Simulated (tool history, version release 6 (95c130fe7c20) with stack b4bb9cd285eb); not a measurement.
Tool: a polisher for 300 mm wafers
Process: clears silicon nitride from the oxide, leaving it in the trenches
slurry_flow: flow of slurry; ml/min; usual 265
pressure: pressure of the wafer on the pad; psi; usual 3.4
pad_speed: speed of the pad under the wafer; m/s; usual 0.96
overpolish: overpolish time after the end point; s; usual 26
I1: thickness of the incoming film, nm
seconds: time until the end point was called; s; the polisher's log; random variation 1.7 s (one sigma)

Run 1, hour 0: usual settings but pressure 2.7 psi; I1 119.6. Result: seconds 147.9 s.
Run 2, hour 12.6: usual settings; I1 119.9. Result: seconds 127.4 s.
Run 3, hour 19.3: usual settings; I1 119.9. Result: seconds 132.3 s.
Run 4, hour 37.3: usual settings; I1 121.3. Result: seconds 132.2 s.
At hour 47.7: worn pad replaced by a new one.
Run 5, hour 48.2: usual settings; I1 122.6. Result: seconds 127.6 s.
Run 6, hour 62.6: usual settings; I1 119.8. Result: seconds 124 s.
Run 7, hour 76.9: usual settings; I1 119.5. Result: seconds 125.5 s.
Run 8, hour 89.6: usual settings but slurry_flow 300 ml/min; I1 119.8. Result: seconds 126.4 s.
Run 9, hour 97: usual settings but slurry_flow 300 ml/min; I1 120.9. Result: seconds 131.6 s.
Run 10, hour 113.3: usual settings but pressure 3 psi; I1 121.1. Result: seconds 143.9 s.
Run 11, hour 123.4: usual settings but pressure 3 psi; I1 119.5. Result: seconds 151.1 s.
Run 12, hour 135.5: usual settings; I1 120.9. Result: seconds 138.6 s.
At hour 167.7: worn pad replaced by a new one.
Run 13, hour 177.4: usual settings; I1 118.7. Result: seconds 123.9 s.
Run 14, hour 188.8: usual settings; I1 121. Result: seconds 123.3 s.
Run 15, hour 237.6: usual settings but slurry_flow 195 ml/min; I1 118.1. Result: seconds 133.6 s.
Run 16, hour 248.5: usual settings but pressure 4 psi; I1 120.3. Result: seconds 116 s.
At hour 258.1: slurry nozzle cleaned.
Run 17, hour 260.8: usual settings; I1 122.4. Result: seconds 131.7 s.
At hour 277.8: worn pad replaced by a new one.
Run 18, hour 278.3: usual settings; I1 120.4. Result: seconds 121.1 s.
Run 19, hour 289.2: usual settings but slurry_flow 180 ml/min, pressure 2.2 psi, pad_speed 1.2 m/s; I1 121.4. Result: seconds 140 s.
Run 20, hour 299: usual settings but slurry_flow 300 ml/min; I1 122. Result: seconds 120.9 s.
Run 21, hour 305.6: usual settings but pressure 3.8 psi, pad_speed 1.14 m/s; I1 118.6. Result: seconds 90.8 s.
Run 22, hour 315.9: usual settings but slurry_flow 310 ml/min, pressure 4.2 psi, pad_speed 0.68 m/s, overpolish 31 s; I1 119.8. Result: seconds 141.1 s.
Run 23, hour 327.6: usual settings; I1 121. Result: seconds 126.5 s.
Run 24, hour 344: usual settings but slurry_flow 355 ml/min, overpolish 20 s; I1 120.8. Result: seconds 123.6 s.
Run 25, hour 359.9: usual settings but slurry_flow 355 ml/min, pressure 4.3 psi, pad_speed 1.1 m/s; I1 121. Result: seconds 93.9 s.
At hour 365.2: head pressure recalibrated.
Run 26, hour 373.6: usual settings; I1 120.2. Result: seconds 134.1 s.
Run 27, hour 381.1: usual settings but slurry_flow 185 ml/min, pressure 4.1 psi, pad_speed 1.14 m/s, overpolish 40 s; I1 120.2. Result: seconds 105.5 s.
At hour 393.8: worn pad replaced by a new one.
Run 28, hour 396.7: usual settings but pressure 2.6 psi; I1 119.5. Result: seconds 147.4 s.
Run 29, hour 413.6: usual settings but slurry_flow 360 ml/min, pressure 4.2 psi, pad_speed 1.16 m/s, overpolish 18 s; I1 119.7. Result: seconds 81.9 s.
Run 30, hour 425.7: usual settings but slurry_flow 295 ml/min, pressure 4.3 psi; I1 121.3. Result: seconds 103.4 s.
Run 31, hour 438.5: usual settings but slurry_flow 240 ml/min; I1 120.6. Result: seconds 126 s.
Run 32, hour 480.2: usual settings but slurry_flow 175 ml/min, pressure 2.7 psi, pad_speed 1.14 m/s, overpolish 35 s; I1 122.4. Result: seconds 149 s.
Run 33, hour 489.2: usual settings; I1 121.4. Result: seconds 140 s.
Run 34, hour 497.7: usual settings but slurry_flow 175 ml/min; I1 119.6. Result: seconds 147.5 s.
Run 35, hour 506.8: usual settings but slurry_flow 215 ml/min; I1 119.8. Result: seconds 146.4 s.
At hour 511.5: worn pad replaced by a new one.
Run 36, hour 522.1: usual settings; I1 120.4. Result: seconds 125 s.
Run 37, hour 533.6: usual settings but slurry_flow 310 ml/min, pressure 2.2 psi, overpolish 37 s; I1 119.8. Result: seconds 173.5 s.

Forecast each of these 4 alternatives for the next run:
Run A, hour 534.1: usual settings but pad_speed 0.78 m/s; I1 121.4. Result: seconds ?.
Run B, hour 534.1: usual settings but pressure 3.8 psi; I1 121.4. Result: seconds ?.
Run C, hour 534.1: usual settings but pressure 2.4 psi; I1 121.4. Result: seconds ?.
Run D, hour 534.1: usual settings but slurry_flow 345 ml/min, pressure 3 psi, overpolish 17 s; I1 121.4. Result: seconds ?.

run  seconds
  A    160.6
  B    119.6
  C    168.7
  D    139.1
Without the tool's hidden state the same runs would have given:
run  seconds
  A    147.7
  B      110
  C    155.1
  D    129.3
